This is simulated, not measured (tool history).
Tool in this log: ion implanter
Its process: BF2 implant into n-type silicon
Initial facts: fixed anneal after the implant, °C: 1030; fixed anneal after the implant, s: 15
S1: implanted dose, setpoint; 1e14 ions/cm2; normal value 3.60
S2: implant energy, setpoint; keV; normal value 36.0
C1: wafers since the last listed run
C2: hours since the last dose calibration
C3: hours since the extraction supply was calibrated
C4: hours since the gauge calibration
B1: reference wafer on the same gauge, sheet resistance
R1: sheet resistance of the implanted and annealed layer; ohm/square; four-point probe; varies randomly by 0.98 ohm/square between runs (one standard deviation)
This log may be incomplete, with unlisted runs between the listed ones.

Run 1, hour 0.0: usual settings; C1 0; C2 119.4; C3 1808.4; C4 314.3; B1 308.12. Result: R1 294.81 ohm/square.
Run 2, hour 16.0: usual settings; C1 320; C2 135.4; C3 1824.4; C4 330.3; B1 308.51. Result: R1 297.02 ohm/square.
Run 3, hour 33.2: usual settings but S2 32.5 keV; C1 344; C2 152.6; C3 1841.6; C4 347.5; B1 307.96. Result: R1 299.79 ohm/square.
Run 4, hour 116.1: usual settings; C1 1661; C2 235.5; C3 1924.5; C4 430.4; B1 308.11. Result: R1 298.11 ohm/square.
Run 5, hour 130.9: usual settings; C1 296; C2 250.3; C3 1939.3; C4 445.2; B1 307.58. Result: R1 295.26 ohm/square.
Run 6, hour 155.1: usual settings; C1 484; C2 274.5; C3 1963.5; C4 469.4; B1 308.04. Result: R1 295.96 ohm/square.
Run 7, hour 186.5: usual settings; C1 629; C2 305.9; C3 1994.9; C4 500.8; B1 307.91. Result: R1 296.28 ohm/square.
Run 8, hour 222.0: usual settings; C1 711; C2 341.4; C3 2030.4; C4 536.3; B1 308.00. Result: R1 296.10 ohm/square.
Run 9, hour 325.2: usual settings; C1 2068; C2 444.6; C3 2133.6; C4 639.5; B1 307.44. Result: R1 295.81 ohm/square.
Run 10, hour 345.2: usual settings; C1 400; C2 464.6; C3 2153.6; C4 659.5; B1 308.16. Result: R1 295.05 ohm/square.
Run 11, hour 365.7: usual settings but S1 4.32 1e14 ions/cm2; C1 410; C2 485.1; C3 2174.1; C4 680.0; B1 308.35. Result: R1 252.47 ohm/square.
Run 12, hour 400.0: usual settings but S1 4.32 1e14 ions/cm2; C1 687; C2 519.4; C3 2208.4; C4 714.3; B1 308.06. Result: R1 253.65 ohm/square.
Run 13, hour 423.4: usual settings; C1 468; C2 542.8; C3 2231.8; C4 737.7; B1 308.01. Result: R1 295.20 ohm/square.
At hour 453.5: Faraday cup replaced and dose calibrated.
Run 14, hour 454.5: usual settings; C1 462; C2 1.0; C3 2262.9; C4 768.8; B1 308.05. Result: R1 295.80 ohm/square.
Run 15, hour 481.7: usual settings but S1 3.95 1e14 ions/cm2; C1 545; C2 28.2; C3 2290.1; C4 796.0; B1 308.02. Result: R1 272.57 ohm/square.
Run 16, hour 506.6: usual settings but S1 3.95 1e14 ions/cm2; C1 498; C2 53.1; C3 2315.0; C4 820.9; B1 307.71. Result: R1 272.02 ohm/square.
Run 17, hour 537.8: usual settings but S1 3.95 1e14 ions/cm2; C1 625; C2 84.3; C3 2346.2; C4 852.1; B1 307.65. Result: R1 274.56 ohm/square.
Run 18, hour 566.5: usual settings but S1 3.13 1e14 ions/cm2; C1 575; C2 113.0; C3 2374.9; C4 880.8; B1 308.09. Result: R1 333.96 ohm/square.
Run 19, hour 596.6: usual settings but S1 4.05 1e14 ions/cm2, S2 29.0 keV; C1 603; C2 143.1; C3 2405.0; C4 910.9; B1 307.90. Result: R1 272.66 ohm/square.
Run 20, hour 627.4: usual settings but S1 4.27 1e14 ions/cm2, S2 28.0 keV; C1 617; C2 173.9; C3 2435.8; C4 941.7; B1 307.78. Result: R1 262.99 ohm/square.
Run 21, hour 654.7: usual settings but S1 4.55 1e14 ions/cm2, S2 24.5 keV; C1 547; C2 201.2; C3 2463.1; C4 969.0; B1 308.50. Result: R1 253.72 ohm/square.
Run 22, hour 685.4: usual settings but S1 4.25 1e14 ions/cm2, S2 44.5 keV; C1 615; C2 231.9; C3 2493.8; C4 999.7; B1 308.02. Result: R1 252.53 ohm/square.

Predict the results of run 23:
Run 23, hour 701.0: usual settings but S1 3.87 1e14 ions/cm2, S2 44.5 keV; C1 312; C2 247.5; C3 2509.4; C4 1015.3; B1 ?. Result: R1 ?.

{"run 23": {"B1": 308.2, "R1": 272.63}}
The same run, on a tool lacking any hidden state, would have yielded R1 272.63 ohm/square.

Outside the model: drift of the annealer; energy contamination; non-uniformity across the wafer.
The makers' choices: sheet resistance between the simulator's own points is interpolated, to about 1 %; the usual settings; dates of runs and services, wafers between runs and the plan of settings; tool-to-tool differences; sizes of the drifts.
